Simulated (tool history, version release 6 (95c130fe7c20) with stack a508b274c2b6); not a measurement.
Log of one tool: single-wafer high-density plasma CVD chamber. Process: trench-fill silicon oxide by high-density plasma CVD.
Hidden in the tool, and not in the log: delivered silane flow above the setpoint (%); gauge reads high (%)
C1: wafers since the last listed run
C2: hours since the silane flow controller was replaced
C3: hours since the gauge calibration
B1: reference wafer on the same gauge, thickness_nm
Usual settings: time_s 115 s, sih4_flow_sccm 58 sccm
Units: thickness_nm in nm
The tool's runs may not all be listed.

{"run": 1, "hour": 0.0, "time_s": 120, "sih4_flow_sccm": 58, "C1": 0, "C2": 341.1, "C3": 2524.4, "B1": 703.709, "thickness_nm": 701.016}
{"run": 2, "hour": 49.3, "time_s": 126, "sih4_flow_sccm": 58, "C1": 424, "C2": 390.4, "C3": 2573.7, "B1": 703.331, "thickness_nm": 734.46}
{"run": 3, "hour": 92.1, "time_s": 126, "sih4_flow_sccm": 58, "C1": 368, "C2": 433.2, "C3": 2616.5, "B1": 703.912, "thickness_nm": 733.397}
{"run": 4, "hour": 157.9, "time_s": 126, "sih4_flow_sccm": 58, "C1": 566, "C2": 499, "C3": 2682.3, "B1": 704.65, "thickness_nm": 735.786}
{"run": 5, "hour": 213.2, "time_s": 115, "sih4_flow_sccm": 58, "C1": 475, "C2": 554.3, "C3": 2737.6, "B1": 704.595, "thickness_nm": 668.859}
{"run": 6, "hour": 243.5, "time_s": 103, "sih4_flow_sccm": 58, "C1": 260, "C2": 584.6, "C3": 2767.9, "B1": 703.853, "thickness_nm": 597.529}
{"run": 7, "hour": 304.4, "time_s": 103, "sih4_flow_sccm": 58, "C1": 524, "C2": 645.5, "C3": 2828.8, "B1": 703.613, "thickness_nm": 599.072}
{"run": 8, "hour": 350.8, "time_s": 102, "sih4_flow_sccm": 64, "C1": 399, "C2": 691.9, "C3": 2875.2, "B1": 704.196, "thickness_nm": 655.044}
{"run": 9, "hour": 392.2, "time_s": 102, "sih4_flow_sccm": 64, "C1": 356, "C2": 733.3, "C3": 2916.6, "B1": 704.126, "thickness_nm": 651.97}
{"run": 10, "hour": 443.0, "time_s": 102, "sih4_flow_sccm": 64, "C1": 437, "C2": 784.1, "C3": 2967.4, "B1": 703.915, "thickness_nm": 651.238}
{"run": 11, "hour": 497.1, "time_s": 115, "sih4_flow_sccm": 58, "C1": 465, "C2": 838.2, "C3": 3021.5, "B1": 703.674, "thickness_nm": 664.603}
{"run": 12, "hour": 555.2, "time_s": 115, "sih4_flow_sccm": 58, "C1": 499, "C2": 896.3, "C3": 3079.6, "B1": 703.665, "thickness_nm": 665.234}
{"run": 13, "hour": 614.3, "time_s": 115, "sih4_flow_sccm": 58, "C1": 508, "C2": 955.4, "C3": 3138.7, "B1": 704.367, "thickness_nm": 665.695}
{"run": 14, "hour": 742.6, "time_s": 115, "sih4_flow_sccm": 58, "C1": 1103, "C2": 1083.7, "C3": 3267, "B1": 704.117, "thickness_nm": 658.718}
{"run": 15, "hour": 810.8, "time_s": 115, "sih4_flow_sccm": 58, "C1": 586, "C2": 1151.9, "C3": 3335.2, "B1": 704.436, "thickness_nm": 657.627}
{"run": 16, "hour": 868.5, "time_s": 115, "sih4_flow_sccm": 58, "C1": 496, "C2": 1209.6, "C3": 3392.9, "B1": 703.845, "thickness_nm": 657.67}
{"run": 17, "hour": 919.0, "time_s": 122, "sih4_flow_sccm": 53, "C1": 434, "C2": 1260.1, "C3": 3443.4, "B1": 703.843, "thickness_nm": 639.245}
{"run": 18, "hour": 957.2, "time_s": 122, "sih4_flow_sccm": 53, "C1": 328, "C2": 1298.3, "C3": 3481.6, "B1": 704.47, "thickness_nm": 634.792}
{"hour": 1103.7, "done": "gauge calibrated"}
{"run": 19, "hour": 1132.8, "time_s": 115, "sih4_flow_sccm": 64, "C1": 1510, "C2": 1473.9, "C3": 29.1, "B1": 704.264, "thickness_nm": 718.169}
{"run": 20, "hour": 1186.7, "time_s": 115, "sih4_flow_sccm": 67, "C1": 463, "C2": 1527.8, "C3": 83, "B1": 703.245, "thickness_nm": 753.196}
{"run": 21, "hour": 1255.6, "time_s": 115, "sih4_flow_sccm": 58, "C1": 592, "C2": 1596.7, "C3": 151.9, "B1": 703.977, "thickness_nm": 648.269}
{"hour": 1314.3, "done": "silane flow controller replaced"}
{"run": 22, "hour": 1314.8, "time_s": 115, "sih4_flow_sccm": 58, "C1": 440, "C2": 0.5, "C3": 211.1, "B1": 704.234, "thickness_nm": 673.441}
{"run": 23, "hour": 1360.8, "time_s": 124, "sih4_flow_sccm": 49, "C1": 395, "C2": 46.5, "C3": 257.1, "B1": 704.51, "thickness_nm": 610.835}
{"run": 24, "hour": 1393.3, "time_s": 124, "sih4_flow_sccm": 54, "C1": 279, "C2": 79, "C3": 289.6, "B1": 703.364, "thickness_nm": 671.985}
{"run": 25, "hour": 1428.9, "time_s": 135, "sih4_flow_sccm": 58, "C1": 306, "C2": 114.6, "C3": 325.2, "B1": 703.734, "thickness_nm": 787.698}
{"run": 26, "hour": 1497.2, "time_s": 115, "sih4_flow_sccm": 58, "C1": 587, "C2": 182.9, "C3": 393.5, "B1": 703.832, "thickness_nm": 671.844}
{"run": 27, "hour": 1550.4, "time_s": 127, "sih4_flow_sccm": 54, "C1": 457, "C2": 236.1, "C3": 446.7, "B1": 704.137, "thickness_nm": 688.084}
{"run": 28, "hour": 1579.1, "time_s": 127, "sih4_flow_sccm": 58, "C1": 246, "C2": 264.8, "C3": 475.4, "B1": 703.803, "thickness_nm": 737.143}
{"run": 29, "hour": 1604.0, "time_s": 134, "sih4_flow_sccm": 50, "C1": 214, "C2": 289.7, "C3": 500.3, "B1": 704.431, "thickness_nm": 674.523}
{"run": 30, "hour": 1655.5, "time_s": 126, "sih4_flow_sccm": 55, "C1": 443, "C2": 341.2, "C3": 551.8, "B1": 704.045, "thickness_nm": 697.262}
{"run": 31, "hour": 1826.2, "time_s": 115, "sih4_flow_sccm": 58, "C1": 1468, "C2": 511.9, "C3": 722.5, "B1": 703.812, "thickness_nm": 668.461}
{"run": 32, "hour": 1882.3, "time_s": 136, "sih4_flow_sccm": 68, "C1": 482, "C2": 568, "C3": 778.6, "B1": 703.858, "thickness_nm": 926.768}
{"run": 33, "hour": 1931.4, "time_s": 101, "sih4_flow_sccm": 47, "C1": 422, "C2": 617.1, "C3": 827.7, "B1": 704.05, "thickness_nm": 475.274}
{"run": 34, "hour": 1978.9, "time_s": 123, "sih4_flow_sccm": 53, "C1": 408, "C2": 664.6, "C3": 875.2, "B1": 704.192, "thickness_nm": 651.3}
{"run": 35, "hour": 2049.6, "time_s": 115, "sih4_flow_sccm": 58, "C1": 608, "C2": 735.3, "C3": 945.9, "B1": 704.267, "thickness_nm": 665.808}
{"run": 36, "hour": 2094.3, "time_s": 115, "sih4_flow_sccm": 58, "C1": 384, "C2": 780, "C3": 990.6, "B1": 703.81, "thickness_nm": 667.752}
{"run": 37, "hour": 2121.9, "time_s": 126, "sih4_flow_sccm": 58, "C1": 237, "C2": 807.6, "C3": 1018.2, "B1": 703.998, "thickness_nm": 727.515}
{"run": 38, "hour": 2281.9, "time_s": 123, "sih4_flow_sccm": 53, "C1": 1376, "C2": 967.6, "C3": 1178.2, "B1": 703.833, "thickness_nm": 647.267}
{"run": 39, "hour": 2351.2, "time_s": 115, "sih4_flow_sccm": 58, "C1": 596, "C2": 1036.9, "C3": 1247.5, "B1": 704.126, "thickness_nm": 661.177}
{"run": 40, "hour": 2405.9, "time_s": 132, "sih4_flow_sccm": 62, "C1": 470, "C2": 1091.6, "C3": 1302.2, "B1": 704.71, "thickness_nm": 815.283}
{"run": 41, "hour": 2552.7, "time_s": 115, "sih4_flow_sccm": 54, "C1": 1263, "C2": 1238.4, "C3": 1449, "B1": 704.516, "thickness_nm": 612.457}
{"run": 42, "hour": 2598.6, "time_s": 99, "sih4_flow_sccm": 58, "C1": 394, "C2": 1284.3, "C3": 1494.9, "B1": 703.352, "thickness_nm": 563.609}
{"run": 43, "hour": 2638.6, "time_s": 108, "sih4_flow_sccm": 53, "C1": 344, "C2": 1324.3, "C3": 1534.9, "B1": 704.372, "thickness_nm": 559.757}
{"run": 44, "hour": 2697.7, "time_s": 115, "sih4_flow_sccm": 58, "C1": 508, "C2": 1383.4, "C3": 1594, "B1": 703.922, "thickness_nm": 657.064}
{"run": 45, "hour": 2737.9, "time_s": 135, "sih4_flow_sccm": 63, "C1": 345, "C2": 1423.6, "C3": 1634.2, "B1": 703.486, "thickness_nm": 837.89}
{"run": 46, "hour": 2769.4, "time_s": 100, "sih4_flow_sccm": 50, "C1": 271, "C2": 1455.1, "C3": 1665.7, "B1": 703.75, "thickness_nm": 490.135}
{"hour": 2791.9, "done": "silane flow controller replaced"}
{"run": 47, "hour": 2821.1, "time_s": 135, "sih4_flow_sccm": 67, "C1": 376, "C2": 29.2, "C3": 1717.4, "B1": 704.601, "thickness_nm": 907.905}

3 ways to go on from here, each from the tool as it stands after run 47. What would each give?
{"run": "A", "hour": 2821.5, "time_s": 115, "sih4_flow_sccm": 58, "C1": 3, "C2": 29.6, "C3": 1717.8, "B1": "?", "thickness_nm": "?"}
{"run": "B", "hour": 2821.5, "time_s": 107, "sih4_flow_sccm": 68, "C1": 3, "C2": 29.6, "C3": 1717.8, "B1": "?", "thickness_nm": "?"}
{"run": "C", "hour": 2821.5, "time_s": 125, "sih4_flow_sccm": 63, "C1": 3, "C2": 29.6, "C3": 1717.8, "B1": "?", "thickness_nm": "?"}

run=A B1=704.568 thickness_nm=668.561
run=B B1=704.568 thickness_nm=729.303
run=C B1=704.568 thickness_nm=789.343
Without the tool's hidden state the same runs would have given:
run=A thickness_nm=669.088
run=B thickness_nm=729.878
run=C thickness_nm=789.966
